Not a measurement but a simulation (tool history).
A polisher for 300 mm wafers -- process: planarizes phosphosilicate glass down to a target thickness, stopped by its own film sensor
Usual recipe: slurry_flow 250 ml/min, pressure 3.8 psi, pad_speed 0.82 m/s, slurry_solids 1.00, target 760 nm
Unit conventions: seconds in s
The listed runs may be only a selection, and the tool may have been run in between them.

run,day,slurry_flow,pressure,pad_speed,slurry_solids,target,"incoming thickness of the incoming film, nm",seconds
1,0.000,190,3.8,0.82,1.20,760,1509.2,75.6
2,1.483,190,3.8,0.82,1.20,760,1495.3,75.1
3,1.992,250,3.8,0.82,1.00,932,1507.8,62.6
# day 3.179: worn pad replaced by a new one
4,3.200,250,3.8,0.64,1.00,760,1506.2,99.2
5,4.329,250,3.8,0.82,1.00,903,1525.5,69.4
6,5.525,250,3.8,0.82,1.00,903,1512.6,67.4
7,6.446,205,4.9,0.82,0.85,562,1517.9,98.1
# day 6.921: conditioning disc replaced and pad reconditioned
8,6.992,250,3.8,0.82,1.15,876,1526.3,64.0
# day 7.150: slurry blender recalibrated
9,8.008,250,3.8,0.82,1.00,597,1550.3,102.8
10,8.604,250,2.6,0.82,1.00,760,1518.5,109.3
11,10.000,250,4.3,0.82,1.15,1017,1501.4,43.1
12,11.712,250,3.8,0.82,1.00,501,1523.4,111.2
# day 12.558: worn pad replaced by a new one
13,13.667,190,2.7,0.82,0.75,921,1531.9,113.4
14,14.942,250,3.1,0.82,1.00,760,1532.6,101.3
15,15.888,250,3.8,1.08,1.00,760,1490.8,65.1
# day 16.604: slurry blender recalibrated
16,16.667,250,3.8,0.82,0.85,760,1522.4,93.3
17,17.583,180,3.8,1.02,0.90,589,1520.7,96.8
18,18.596,185,3.2,0.66,0.90,760,1519.8,126.7
19,19.671,250,4.2,0.82,1.00,496,1496.4,103.5
# day 20.008: conditioning disc replaced and pad reconditioned
20,20.946,250,3.8,0.82,1.00,760,1522.6,81.7
21,21.538,250,3.4,0.64,1.00,760,1515.7,107.8
# day 22.729: worn pad replaced by a new one
22,23.038,250,3.8,0.82,1.00,903,1535.3,68.7
23,24.150,250,3.8,0.82,1.00,760,1514.3,82.0
# day 25.254: slurry blender recalibrated
24,25.467,250,4.5,0.58,0.80,539,1525.3,142.5
25,26.917,250,3.8,0.82,1.00,760,1522.5,83.8

Each row is a separate what-if for the run after 25, all from the same tool condition, not one after another. Results?
A,26.933,250,3.8,0.82,0.75,760,1544.6,?
B,26.933,285,2.7,0.82,0.90,638,1544.6,?
C,26.933,250,3.8,0.82,1.00,1004,1544.6,?
D,26.933,250,3.8,0.82,1.10,760,1544.6,?

run,seconds
A,105.6
B,138.9
C,59.4
D,81.6
With the hidden condition removed and each run's random variation left untouched, the same runs would have given:
run,seconds
A,103.0
B,136.2
C,57.9
D,79.6
